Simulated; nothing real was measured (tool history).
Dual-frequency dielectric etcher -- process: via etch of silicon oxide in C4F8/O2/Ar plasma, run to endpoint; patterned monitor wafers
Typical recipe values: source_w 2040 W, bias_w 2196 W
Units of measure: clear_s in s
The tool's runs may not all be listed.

run,hour,source_w,bias_w,wafers since the last listed run,hours since the last wet clean,hours since the last source power generator calibration,hours since the last bias power generator calibration,hours since the last upper electrode change,"incoming incoming film thickness, nm",clear_s
1,0,2040,2196,0,165.7,1558.4,4090.7,6481,1491.7,301.1
2,15.3,2040,2196,68,181,1573.7,4106,6496.3,1493.9,303.2
3,29.7,2040,2196,64,195.4,1588.1,4120.4,6510.7,1494.8,302.3
4,60.7,1890,2196,139,226.4,1619.1,4151.4,6541.7,1492.6,314.3
5,76.6,1890,2196,71,242.3,1635,4167.3,6557.6,1480.8,311.2
6,99.6,2040,2196,103,265.3,1658,4190.3,6580.6,1498.7,301.2
7,134.2,2040,2196,155,299.9,1692.6,4224.9,6615.2,1492.7,299.5
# hour 180.9: upper electrode replaced
8,181.4,2040,2196,104,347.1,1739.8,4272.1,0.5,1480.9,296.6
9,187.7,2040,2196,28,353.4,1746.1,4278.4,6.8,1477.6,297
# hour 206.7: bias power generator calibrated
10,222.9,2040,2196,140,388.6,1781.3,16.2,42,1477.2,296.3
11,247.4,2040,2196,110,413.1,1805.8,40.7,66.5,1486.3,298.6
12,271.1,1840,1693,106,436.8,1829.5,64.4,90.2,1475.1,343.4
# hour 317.3: wet clean of the chamber
13,317.8,2180,2196,102,0.5,1876.2,111.1,136.9,1478.2,289
14,318.1,2040,2196,1,0.8,1876.5,111.4,137.2,1478.4,299.9
15,343.5,2460,1995,114,26.2,1901.9,136.8,162.6,1474.3,277.5
# hour 353.4: source power generator calibrated
16,370.3,1710,2542,102,53,16.9,163.6,189.4,1488.9,316.7
17,404.7,1840,2196,154,87.4,51.3,198,223.8,1469.6,314
18,429.4,2430,1952,111,112.1,76,222.7,248.5,1480.4,282.7
19,463.6,2040,2196,153,146.3,110.2,256.9,282.7,1485.8,300.1
20,491.3,2320,1759,124,174,137.9,284.6,310.4,1491.7,302
21,526.1,2390,2494,156,208.8,172.7,319.4,345.2,1478.2,258.6
22,553,2480,1812,120,235.7,199.6,346.3,372.1,1480.2,284.6

Hidden state or all else? Some run-to-run changes of clear_s, split into what the settings, what came in and random variation would give without the hidden state, and what is left for the hidden state (with any gauge scatter that isn't in both results):
Unlogged tool condition in this case: etch rate over this chamber's usual, %; source power that arrives over what is set, %; bias power that arrives over what is set, %.
Run 11 -> 12: source_w 2040 -> 1840, bias_w 2196 -> 1693. clear_s +44.8 s: hidden state -0.9, all else +45.7.
Run 12 -> 13: source_w 1840 -> 2180, bias_w 1693 -> 2196, wet clean of the chamber. clear_s -54.4 s: hidden state +4.4, all else -58.8.

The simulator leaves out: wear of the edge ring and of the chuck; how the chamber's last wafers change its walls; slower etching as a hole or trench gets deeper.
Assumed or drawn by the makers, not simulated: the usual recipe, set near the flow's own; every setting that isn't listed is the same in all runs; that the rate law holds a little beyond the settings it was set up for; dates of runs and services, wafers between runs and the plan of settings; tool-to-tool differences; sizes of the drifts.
